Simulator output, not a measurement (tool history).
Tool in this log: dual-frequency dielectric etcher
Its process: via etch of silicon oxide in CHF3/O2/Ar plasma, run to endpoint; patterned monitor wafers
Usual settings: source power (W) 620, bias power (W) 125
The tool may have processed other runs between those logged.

run    hour  source power (W)  bias power (W)  incoming incoming film thickness, nm  endpoint time (s)
  1       0               620             125                                 819.4              452.8
  2    39.9               620             109                                 826.1              495.7
  3   105.6               620             109                                 824.9                487
  4   144.5               620             109                                 820.6              485.5
  5     172               620             125                                 829.1              457.8
  6   217.1               530             108                                 824.3              519.8
      304.2  -- wet clean of the chamber
  7   304.7               530             108                                 822.5                520
  8     320               530             108                                 819.5              519.5
  9   358.4               510             125                                 826.3              494.1
 10   421.2               510             125                                 817.5              482.6
 11   464.9               620             125                                 822.7              450.2
 12   511.1               620             125                                 820.9              458.2
 13   574.9               690             125                                 818.9              428.1
 14   637.3               690             125                                 825.4              433.8
      694.6  -- wet clean of the chamber
 15   696.3               690             125                                 820.9              435.6
 16   738.4               530             125                                 817.7              483.8
      765.4  -- bias power generator calibrated
 17   793.7               550             104                                 820.5              527.9
 18     849               460             125                                 827.3                520
        889  -- source power generator calibrated
 19   919.2               620              97                                 820.4              514.2
 20   971.4               750              96                                 823.7              478.6
 21  1023.4               490             116                                 825.6              524.7
 22  1091.8               500              95                                 824.1              572.3
 23  1135.1               530             113                                 825.4              505.3
     1178.3  -- wet clean of the chamber
 24  1178.8               620             125                                   830              455.7
     1213.5  -- upper electrode replaced
 25    1220               620             125                                 820.8              451.8
 26  1365.6               720             105                                 825.3              471.3
 27  1409.4               620             125                                 818.6                455
 28  1436.6               620             125                                 819.9              450.6
 29  1463.9               760             113                                 822.7              439.6
 30  1527.3               540             125                                 834.5                478

Consider 3 possible next runs. They are alternatives, not a sequence: every one starts from the tool as it was left by run 30. What does each give?
  A  1527.8               620             144                                 818.1                  ?
  B  1527.8               730             142                                 818.1                  ?
  C  1527.8               750             125                                 818.1                  ?

run  endpoint time (s)
  A              428.2
  B                404
  C                425
Without the tool's hidden state the same runs would have given:
run  endpoint time (s)
  A              428.2
  B                404
  C                425
